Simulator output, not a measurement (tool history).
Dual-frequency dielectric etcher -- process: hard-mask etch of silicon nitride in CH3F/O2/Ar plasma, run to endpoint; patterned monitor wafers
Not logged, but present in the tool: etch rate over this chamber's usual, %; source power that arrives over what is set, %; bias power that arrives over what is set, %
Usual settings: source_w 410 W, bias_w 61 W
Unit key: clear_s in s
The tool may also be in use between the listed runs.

run    hour  source_w  bias_w  wafers since the last listed run  hours since the last wet clean  hours since the last source power generator calibration  hours since the last bias power generator calibration  hours since the last upper electrode change  incoming incoming film thickness, nm  clear_s
  1       0       410      61                                 0                            44.2                                                   4063.3                                                 4424.5                                       5019.3                                  50.8     73.4
  2    28.8       410      61                               290                              73                                                   4092.1                                                 4453.3                                       5048.1                                  50.4     73.1
  3    97.1       410      61                               689                           141.3                                                   4160.4                                                 4521.6                                       5116.4                                  50.4     72.4
  4   164.9       380      61                               684                           209.1                                                   4228.2                                                 4589.4                                       5184.2                                  50.3     74.3
  5   200.2       380      61                               356                           244.4                                                   4263.5                                                 4624.7                                       5219.5                                  50.9     75.6
  6   270.1       410      61                               706                           314.3                                                   4333.4                                                 4694.6                                       5289.4                                  51.1     72.3
  7   308.4       410      56                               386                           352.6                                                   4371.7                                                 4732.9                                       5327.7                                  50.6     72.4
  8   371.1       410      56                               633                           415.3                                                   4434.4                                                 4795.6                                       5390.4                                    51     73.4
  9   441.6       410      61                               712                           485.8                                                   4504.9                                                 4866.1                                       5460.9                                  50.7     70.5
      468.9  -- bias power generator calibrated
 10     477       410      61                               317                           521.2                                                   4540.3                                                    8.1                                       5496.3                                    51     71.2
      500.4  -- source power generator calibrated
 11   522.6       410      61                               420                           566.8                                                     22.2                                                   53.7                                       5541.9                                  51.5       72
      565.6  -- upper electrode replaced, of another model than before
 12   582.6       410      61                               363                           626.8                                                     82.2                                                  113.7                                           17                                  50.8     70.3
      620.5  -- wet clean of the chamber
 13   649.8       330      65                               436                            29.3                                                    149.4                                                  180.9                                         84.2                                  50.7     89.5
 14   707.7       320      74                               584                            87.2                                                    207.3                                                  238.8                                        142.1                                  50.8     90.5
 15   802.8       410      61                               960                           182.3                                                    302.4                                                  333.9                                        237.2                                  50.7     72.9
 16  1012.6       410      61                              2119                           392.1                                                    512.2                                                  543.7                                          447                                  51.1     72.1
 17  1071.1       410      61                               590                           450.6                                                    570.7                                                  602.2                                        505.5                                  50.7     71.3
 18  1108.4       480      71                               376                           487.9                                                      608                                                  639.5                                        542.8                                  50.7     61.5
 19    1148       410      61                               400                           527.5                                                    647.6                                                  679.1                                        582.4                                    51     71.7
     1205.5  -- wet clean of the chamber
 20    1220       470      55                               484                            14.5                                                    719.6                                                  751.1                                        654.4                                  50.9     67.8
 21  1278.5       500      54                               590                              73                                                    778.1                                                  809.6                                        712.9                                  50.9     64.8
 22  1329.3       360      67                               513                           123.8                                                    828.9                                                  860.4                                        763.7                                  50.6     80.9
 23  1358.3       410      61                               292                           152.8                                                    857.9                                                  889.4                                        792.7                                    51     73.2
 24  1385.4       500      48                               273                           179.9                                                      885                                                  916.5                                        819.8                                  51.2     66.2
 25  1447.8       470      61                               630                           242.3                                                    947.4                                                  978.9                                        882.2                                    51     65.1

What if the next run were any one of these 4? Each begins from the tool's condition after run 25:
  A  1448.2       410      57                                 4                           242.7                                                    947.8                                                  979.3                                        882.6                                    51        ?
  B  1448.2       370      61                                 4                           242.7                                                    947.8                                                  979.3                                        882.6                                    51        ?
  C  1448.2       450      53                                 4                           242.7                                                    947.8                                                  979.3                                        882.6                                    51        ?
  D  1448.2       350      67                                 4                           242.7                                                    947.8                                                  979.3                                        882.6                                    51        ?

run  clear_s
  A     73.2
  B     79.3
  C     68.8
  D     82.4
Stripped of hidden state, with their random variation kept, the same runs would have yielded:
run  clear_s
  A     74.6
  B     80.8
  C     70.1
  D     83.9
